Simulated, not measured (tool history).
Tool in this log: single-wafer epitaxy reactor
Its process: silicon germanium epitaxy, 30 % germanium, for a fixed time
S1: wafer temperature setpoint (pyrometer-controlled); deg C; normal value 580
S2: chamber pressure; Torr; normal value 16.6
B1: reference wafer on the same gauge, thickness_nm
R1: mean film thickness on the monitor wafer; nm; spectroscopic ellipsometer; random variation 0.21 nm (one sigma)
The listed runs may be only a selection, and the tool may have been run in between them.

run 1 hour=0 | S1=580 S2=16.6 | B1=41.981 | R1=37.835
run 2 hour=57.3 | S1=580 S2=16.6 | B1=42.045 | R1=37.414
run 3 hour=83.2 | S1=580 S2=16.6 | B1=42.037 | R1=37.721
run 4 hour=140.7 | S1=580 S2=19.7 | B1=41.942 | R1=40.225
run 5 hour=209.2 | S1=580 S2=16.6 | B1=41.982 | R1=37.437
run 6 hour=268.6 | S1=580 S2=16.6 | B1=42.013 | R1=37.991
-- hour=347.6 gauge calibrated
run 7 hour=364 | S1=580 S2=16.6 | B1=42.075 | R1=37.725
run 8 hour=423.8 | S1=580 S2=16.6 | B1=41.99 | R1=37.686
-- hour=439.4 pyrometer calibrated
run 9 hour=464.9 | S1=580 S2=16.6 | B1=41.984 | R1=37.547
run 10 hour=496.8 | S1=580 S2=16.6 | B1=42.049 | R1=37.519
run 11 hour=540.3 | S1=572 S2=18.9 | B1=42.019 | R1=33.393
run 12 hour=573.1 | S1=574 S2=15 | B1=41.993 | R1=31.633
-- hour=592.6 capacitance manometer re-zeroed and calibrated
run 13 hour=607.8 | S1=570 S2=18.3 | B1=41.962 | R1=31.246
run 14 hour=666.7 | S1=566 S2=14.2 | B1=41.997 | R1=26.02
-- hour=708.2 showerhead replaced
run 15 hour=725.1 | S1=566 S2=20.1 | B1=42.02 | R1=29.744
run 16 hour=781.6 | S1=580 S2=16.6 | B1=42.04 | R1=37.714
run 17 hour=827.6 | S1=580 S2=16.6 | B1=42.037 | R1=37.706

Expected results for the next run?
run 18 hour=858.3 | S1=580 S2=16.6 | B1=? | R1=?

Run 18 produced B1 41.998, R1 37.843 nm.
The same run, on a tool lacking any hidden state, would have yielded R1 37.843 nm.
